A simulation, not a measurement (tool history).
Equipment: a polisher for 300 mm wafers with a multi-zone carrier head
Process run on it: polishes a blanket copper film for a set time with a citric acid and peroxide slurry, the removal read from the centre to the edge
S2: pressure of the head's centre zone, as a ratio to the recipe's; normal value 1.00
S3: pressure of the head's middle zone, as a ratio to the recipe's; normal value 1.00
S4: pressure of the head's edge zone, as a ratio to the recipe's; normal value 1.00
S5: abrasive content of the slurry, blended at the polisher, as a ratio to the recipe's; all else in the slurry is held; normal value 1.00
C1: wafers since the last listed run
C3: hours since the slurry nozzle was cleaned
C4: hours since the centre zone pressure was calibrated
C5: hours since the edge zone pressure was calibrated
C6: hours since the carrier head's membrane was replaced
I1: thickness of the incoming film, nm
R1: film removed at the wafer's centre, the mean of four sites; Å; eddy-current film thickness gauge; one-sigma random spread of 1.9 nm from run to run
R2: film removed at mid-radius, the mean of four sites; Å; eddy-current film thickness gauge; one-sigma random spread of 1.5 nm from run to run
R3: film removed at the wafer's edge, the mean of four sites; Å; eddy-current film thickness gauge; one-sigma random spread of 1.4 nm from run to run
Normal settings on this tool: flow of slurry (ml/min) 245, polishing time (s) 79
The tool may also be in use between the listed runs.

{"run": 1, "day": 0.0, "flow of slurry (ml/min)": 245, "S2": 1.0, "S3": 1.06, "S4": 1.0, "S5": 0.95, "polishing time (s)": 79, "C1": 0, "wafers polished on this pad": 2659, "C3": 320.3, "C4": 165.7, "C5": 351.3, "C6": 176.0, "I1": 494.1, "R1": 1260, "R2": 1316, "R3": 1257}
{"run": 2, "day": 3.804, "flow of slurry (ml/min)": 245, "S2": 1.0, "S3": 1.06, "S4": 1.0, "S5": 0.95, "polishing time (s)": 79, "C1": 774, "wafers polished on this pad": 3434, "C3": 411.6, "C4": 257.0, "C5": 442.6, "C6": 267.3, "I1": 490.5, "R1": 1216, "R2": 1268, "R3": 1210}
{"day": 4.771, "done": "worn pad replaced by a new one"}
{"run": 3, "day": 6.679, "flow of slurry (ml/min)": 245, "S2": 1.0, "S3": 1.06, "S4": 1.0, "S5": 0.95, "polishing time (s)": 79, "C1": 551, "wafers polished on this pad": 388, "C3": 480.6, "C4": 326.0, "C5": 511.6, "C6": 336.3, "I1": 487.0, "R1": 1378, "R2": 1419, "R3": 1362}
{"day": 9.654, "done": "edge zone pressure recalibrated"}
{"run": 4, "day": 10.433, "flow of slurry (ml/min)": 245, "S2": 1.0, "S3": 1.0, "S4": 1.0, "S5": 1.0, "polishing time (s)": 96, "C1": 747, "wafers polished on this pad": 1136, "C3": 570.7, "C4": 416.1, "C5": 18.7, "C6": 426.4, "I1": 490.6, "R1": 1638, "R2": 1598, "R3": 1646}
{"day": 12.004, "done": "centre zone pressure recalibrated"}
{"day": 14.217, "done": "slurry nozzle cleaned"}
{"run": 5, "day": 14.846, "flow of slurry (ml/min)": 245, "S2": 1.0, "S3": 1.0, "S4": 1.0, "S5": 1.0, "polishing time (s)": 91, "C1": 873, "wafers polished on this pad": 2010, "C3": 15.1, "C4": 68.2, "C5": 124.6, "C6": 532.3, "I1": 487.8, "R1": 1511, "R2": 1487, "R3": 1519}
{"run": 6, "day": 17.175, "flow of slurry (ml/min)": 245, "S2": 1.0, "S3": 1.0, "S4": 1.0, "S5": 1.0, "polishing time (s)": 91, "C1": 474, "wafers polished on this pad": 2484, "C3": 71.0, "C4": 124.1, "C5": 180.5, "C6": 588.2, "I1": 488.7, "R1": 1478, "R2": 1459, "R3": 1481}
{"run": 7, "day": 21.229, "flow of slurry (ml/min)": 245, "S2": 1.0, "S3": 1.0, "S4": 1.0, "S5": 1.0, "polishing time (s)": 57, "C1": 825, "wafers polished on this pad": 3310, "C3": 168.3, "C4": 221.4, "C5": 277.8, "C6": 685.5, "I1": 495.1, "R1": 885, "R2": 897, "R3": 910}
{"day": 21.696, "done": "worn pad replaced by a new one"}
{"run": 8, "day": 25.233, "flow of slurry (ml/min)": 245, "S2": 1.0, "S3": 1.0, "S4": 1.0, "S5": 1.0, "polishing time (s)": 79, "C1": 781, "wafers polished on this pad": 720, "C3": 264.4, "C4": 317.5, "C5": 373.9, "C6": 781.6, "I1": 483.7, "R1": 1339, "R2": 1356, "R3": 1370}
{"run": 9, "day": 28.708, "flow of slurry (ml/min)": 245, "S2": 1.0, "S3": 1.0, "S4": 1.0, "S5": 1.0, "polishing time (s)": 79, "C1": 707, "wafers polished on this pad": 1428, "C3": 347.8, "C4": 400.9, "C5": 457.3, "C6": 865.0, "I1": 488.9, "R1": 1315, "R2": 1304, "R3": 1330}
{"day": 29.425, "done": "edge zone pressure recalibrated"}
{"day": 30.338, "done": "centre zone pressure recalibrated"}
{"day": 38.112, "done": "worn pad replaced by a new one"}
{"run": 10, "day": 39.942, "flow of slurry (ml/min)": 215, "S2": 1.0, "S3": 1.0, "S4": 1.0, "S5": 1.0, "polishing time (s)": 72, "C1": 2220, "wafers polished on this pad": 372, "C3": 617.4, "C4": 230.5, "C5": 252.4, "C6": 1134.6, "I1": 490.0, "R1": 1260, "R2": 1229, "R3": 1272}
{"day": 40.317, "done": "carrier head's membrane replaced by a new one"}
{"day": 42.412, "done": "slurry nozzle cleaned"}
{"run": 11, "day": 42.838, "flow of slurry (ml/min)": 245, "S2": 1.0, "S3": 1.0, "S4": 1.0, "S5": 1.0, "polishing time (s)": 79, "C1": 539, "wafers polished on this pad": 911, "C3": 10.2, "C4": 300.0, "C5": 321.9, "C6": 60.5, "I1": 489.8, "R1": 1367, "R2": 1348, "R3": 1359}
{"run": 12, "day": 44.354, "flow of slurry (ml/min)": 245, "S2": 1.0, "S3": 1.06, "S4": 1.0, "S5": 1.0, "polishing time (s)": 79, "C1": 308, "wafers polished on this pad": 1220, "C3": 46.6, "C4": 336.4, "C5": 358.3, "C6": 96.9, "I1": 492.4, "R1": 1346, "R2": 1368, "R3": 1329}
{"run": 13, "day": 47.154, "flow of slurry (ml/min)": 245, "S2": 1.0, "S3": 1.0, "S4": 1.0, "S5": 1.0, "polishing time (s)": 79, "C1": 570, "wafers polished on this pad": 1790, "C3": 113.8, "C4": 403.6, "C5": 425.5, "C6": 164.1, "I1": 491.1, "R1": 1306, "R2": 1281, "R3": 1321}
{"day": 49.033, "done": "edge zone pressure recalibrated"}
{"run": 14, "day": 50.854, "flow of slurry (ml/min)": 245, "S2": 1.0, "S3": 1.0, "S4": 1.0, "S5": 1.0, "polishing time (s)": 79, "C1": 736, "wafers polished on this pad": 2527, "C3": 202.6, "C4": 492.4, "C5": 43.7, "C6": 252.9, "I1": 493.1, "R1": 1297, "R2": 1251, "R3": 1303}
{"run": 15, "day": 52.592, "flow of slurry (ml/min)": 245, "S2": 1.05, "S3": 1.0, "S4": 1.0, "S5": 1.0, "polishing time (s)": 79, "C1": 353, "wafers polished on this pad": 2881, "C3": 244.3, "C4": 534.1, "C5": 85.4, "C6": 294.6, "I1": 496.1, "R1": 1319, "R2": 1226, "R3": 1271}
{"day": 53.046, "done": "centre zone pressure recalibrated"}
{"day": 55.612, "done": "worn pad replaced by a new one"}
{"run": 16, "day": 56.133, "flow of slurry (ml/min)": 245, "S2": 0.95, "S3": 1.1, "S4": 1.0, "S5": 1.0, "polishing time (s)": 79, "C1": 670, "wafers polished on this pad": 106, "C3": 329.3, "C4": 74.1, "C5": 170.4, "C6": 379.6, "I1": 493.0, "R1": 1326, "R2": 1502, "R3": 1382}
{"run": 17, "day": 59.7, "flow of slurry (ml/min)": 245, "S2": 1.0, "S3": 1.04, "S4": 1.0, "S5": 1.0, "polishing time (s)": 88, "C1": 726, "wafers polished on this pad": 833, "C3": 414.9, "C4": 159.7, "C5": 256.0, "C6": 465.2, "I1": 496.9, "R1": 1521, "R2": 1534, "R3": 1528}
{"run": 18, "day": 64.067, "flow of slurry (ml/min)": 245, "S2": 1.0, "S3": 1.0, "S4": 1.0, "S5": 0.8, "polishing time (s)": 103, "C1": 889, "wafers polished on this pad": 1722, "C3": 519.7, "C4": 264.5, "C5": 360.8, "C6": 570.0, "I1": 488.8, "R1": 1572, "R2": 1532, "R3": 1586}
{"run": 19, "day": 68.238, "flow of slurry (ml/min)": 200, "S2": 1.0, "S3": 1.0, "S4": 1.0, "S5": 1.0, "polishing time (s)": 79, "C1": 849, "wafers polished on this pad": 2572, "C3": 619.8, "C4": 364.6, "C5": 460.9, "C6": 670.1, "I1": 488.6, "R1": 1215, "R2": 1197, "R3": 1218}
{"day": 68.308, "done": "slurry nozzle cleaned"}
{"day": 69.862, "done": "edge zone pressure recalibrated"}
{"run": 20, "day": 70.079, "flow of slurry (ml/min)": 245, "S2": 1.0, "S3": 1.0, "S4": 1.0, "S5": 1.0, "polishing time (s)": 79, "C1": 349, "wafers polished on this pad": 2922, "C3": 42.5, "C4": 408.8, "C5": 5.2, "C6": 714.3, "I1": 491.3, "R1": 1227, "R2": 1227, "R3": 1260}
{"day": 71.133, "done": "worn pad replaced by a new one"}
{"day": 73.221, "done": "centre zone pressure recalibrated"}
{"run": 21, "day": 74.138, "flow of slurry (ml/min)": 215, "S2": 1.0, "S3": 1.0, "S4": 1.0, "S5": 1.0, "polishing time (s)": 102, "C1": 775, "wafers polished on this pad": 594, "C3": 139.9, "C4": 22.0, "C5": 102.6, "C6": 811.7, "I1": 493.1, "R1": 1744, "R2": 1699, "R3": 1777}
{"run": 22, "day": 78.283, "flow of slurry (ml/min)": 245, "S2": 1.0, "S3": 1.0, "S4": 1.05, "S5": 0.85, "polishing time (s)": 79, "C1": 844, "wafers polished on this pad": 1439, "C3": 239.4, "C4": 121.5, "C5": 202.1, "C6": 911.2, "I1": 490.7, "R1": 1261, "R2": 1254, "R3": 1294}

What if the next run were any one of these 3? Each begins from the tool's condition after run 22:
{"run": "A", "day": 78.3, "flow of slurry (ml/min)": 245, "S2": 1.1, "S3": 1.0, "S4": 1.0, "S5": 1.0, "polishing time (s)": 79, "C1": 3, "wafers polished on this pad": 1442, "C3": 239.8, "C4": 121.9, "C5": 202.5, "C6": 911.6, "I1": 485.7, "R1": "?", "R2": "?", "R3": "?"}
{"run": "B", "day": 78.3, "flow of slurry (ml/min)": 245, "S2": 1.0, "S3": 1.04, "S4": 1.0, "S5": 1.0, "polishing time (s)": 99, "C1": 3, "wafers polished on this pad": 1442, "C3": 239.8, "C4": 121.9, "C5": 202.5, "C6": 911.6, "I1": 485.7, "R1": "?", "R2": "?", "R3": "?"}
{"run": "C", "day": 78.3, "flow of slurry (ml/min)": 205, "S2": 1.07, "S3": 1.0, "S4": 1.0, "S5": 1.0, "polishing time (s)": 79, "C1": 3, "wafers polished on this pad": 1442, "C3": 239.8, "C4": 121.9, "C5": 202.5, "C6": 911.6, "I1": 485.7, "R1": "?", "R2": "?", "R3": "?"}

run=A R1=1505 R2=1306 R3=1350
run=B R1=1714 R2=1693 R3=1691
run=C R1=1423 R2=1273 R3=1324
Without the tool's unlogged condition, the same runs would have read:
run=A R1=1599 R2=1387 R3=1434
run=B R1=1821 R2=1798 R3=1796
run=C R1=1511 R2=1352 R3=1407

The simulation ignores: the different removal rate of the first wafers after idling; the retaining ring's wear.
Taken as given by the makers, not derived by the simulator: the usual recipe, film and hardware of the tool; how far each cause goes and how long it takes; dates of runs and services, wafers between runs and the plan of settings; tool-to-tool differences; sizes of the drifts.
